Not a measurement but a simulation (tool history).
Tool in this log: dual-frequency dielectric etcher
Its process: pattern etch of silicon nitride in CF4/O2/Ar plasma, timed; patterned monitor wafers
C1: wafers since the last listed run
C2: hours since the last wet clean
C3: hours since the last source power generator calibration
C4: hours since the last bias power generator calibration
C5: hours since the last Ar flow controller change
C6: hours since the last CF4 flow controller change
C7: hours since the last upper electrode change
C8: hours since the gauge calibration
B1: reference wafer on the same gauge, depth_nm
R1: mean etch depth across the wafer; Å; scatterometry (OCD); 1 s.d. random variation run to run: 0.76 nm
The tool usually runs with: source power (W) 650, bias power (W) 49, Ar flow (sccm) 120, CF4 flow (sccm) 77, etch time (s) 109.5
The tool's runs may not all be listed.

{"run": 1, "day": 0.0, "source power (W)": 650, "bias power (W)": 49, "Ar flow (sccm)": 120, "CF4 flow (sccm)": 77, "etch time (s)": 109.5, "C1": 0, "C2": 399.9, "C3": 2248.7, "C4": 3274.2, "C5": 2458.8, "C6": 3634.9, "C7": 2212.3, "C8": 571.2, "B1": 209.9, "R1": 2420}
{"day": 0.912, "done": "wet clean of the chamber"}
{"run": 2, "day": 1.862, "source power (W)": 650, "bias power (W)": 49, "Ar flow (sccm)": 120, "CF4 flow (sccm)": 77, "etch time (s)": 109.5, "C1": 220, "C2": 22.8, "C3": 2293.4, "C4": 3318.9, "C5": 2503.5, "C6": 3679.6, "C7": 2257.0, "C8": 615.9, "B1": 210.2, "R1": 2493}
{"day": 3.3, "done": "gauge calibrated"}
{"run": 3, "day": 4.804, "source power (W)": 650, "bias power (W)": 49, "Ar flow (sccm)": 120, "CF4 flow (sccm)": 77, "etch time (s)": 109.5, "C1": 681, "C2": 93.4, "C3": 2364.0, "C4": 3389.5, "C5": 2574.1, "C6": 3750.2, "C7": 2327.6, "C8": 36.1, "B1": 210.0, "R1": 2494}
{"run": 4, "day": 8.521, "source power (W)": 650, "bias power (W)": 49, "Ar flow (sccm)": 120, "CF4 flow (sccm)": 77, "etch time (s)": 109.5, "C1": 861, "C2": 182.6, "C3": 2453.2, "C4": 3478.7, "C5": 2663.3, "C6": 3839.4, "C7": 2416.8, "C8": 125.3, "B1": 210.1, "R1": 2469}
{"run": 5, "day": 10.562, "source power (W)": 750, "bias power (W)": 49, "Ar flow (sccm)": 120, "CF4 flow (sccm)": 86, "etch time (s)": 109.5, "C1": 473, "C2": 231.6, "C3": 2502.2, "C4": 3527.7, "C5": 2712.3, "C6": 3888.4, "C7": 2465.8, "C8": 174.3, "B1": 209.8, "R1": 2901}
{"run": 6, "day": 12.754, "source power (W)": 750, "bias power (W)": 49, "Ar flow (sccm)": 120, "CF4 flow (sccm)": 86, "etch time (s)": 109.5, "C1": 507, "C2": 284.2, "C3": 2554.8, "C4": 3580.3, "C5": 2764.9, "C6": 3941.0, "C7": 2518.4, "C8": 226.9, "B1": 209.9, "R1": 2889}
{"day": 14.575, "done": "bias power generator calibrated"}
{"run": 7, "day": 14.596, "source power (W)": 750, "bias power (W)": 49, "Ar flow (sccm)": 120, "CF4 flow (sccm)": 86, "etch time (s)": 109.5, "C1": 388, "C2": 328.4, "C3": 2599.0, "C4": 0.5, "C5": 2809.1, "C6": 3985.2, "C7": 2562.6, "C8": 271.1, "B1": 209.9, "R1": 2894}
{"day": 17.15, "done": "wet clean of the chamber"}
{"run": 8, "day": 18.708, "source power (W)": 750, "bias power (W)": 49, "Ar flow (sccm)": 120, "CF4 flow (sccm)": 86, "etch time (s)": 109.5, "C1": 721, "C2": 37.4, "C3": 2697.7, "C4": 99.2, "C5": 2907.8, "C6": 4083.9, "C7": 2661.3, "C8": 369.8, "B1": 210.0, "R1": 2974}
{"run": 9, "day": 21.208, "source power (W)": 650, "bias power (W)": 40, "Ar flow (sccm)": 120, "CF4 flow (sccm)": 77, "etch time (s)": 109.5, "C1": 579, "C2": 97.4, "C3": 2757.7, "C4": 159.2, "C5": 2967.8, "C6": 4143.9, "C7": 2721.3, "C8": 429.8, "B1": 209.8, "R1": 2274}

Predict the results of run 10:
{"day": 21.796, "done": "source power generator calibrated"}
{"run": 10, "day": 25.646, "source power (W)": 610, "bias power (W)": 49, "Ar flow (sccm)": 120, "CF4 flow (sccm)": 64, "etch time (s)": 109.5, "C1": 989, "C2": 203.9, "C3": 92.4, "C4": 265.7, "C5": 3074.3, "C6": 4250.4, "C7": 2827.8, "C8": 536.3, "B1": "?", "R1": "?"}

Run 10 produced B1 210.0, R1 2184 Å.
Had the tool carried no hidden state, the very same run would have given R1 2218 Å.

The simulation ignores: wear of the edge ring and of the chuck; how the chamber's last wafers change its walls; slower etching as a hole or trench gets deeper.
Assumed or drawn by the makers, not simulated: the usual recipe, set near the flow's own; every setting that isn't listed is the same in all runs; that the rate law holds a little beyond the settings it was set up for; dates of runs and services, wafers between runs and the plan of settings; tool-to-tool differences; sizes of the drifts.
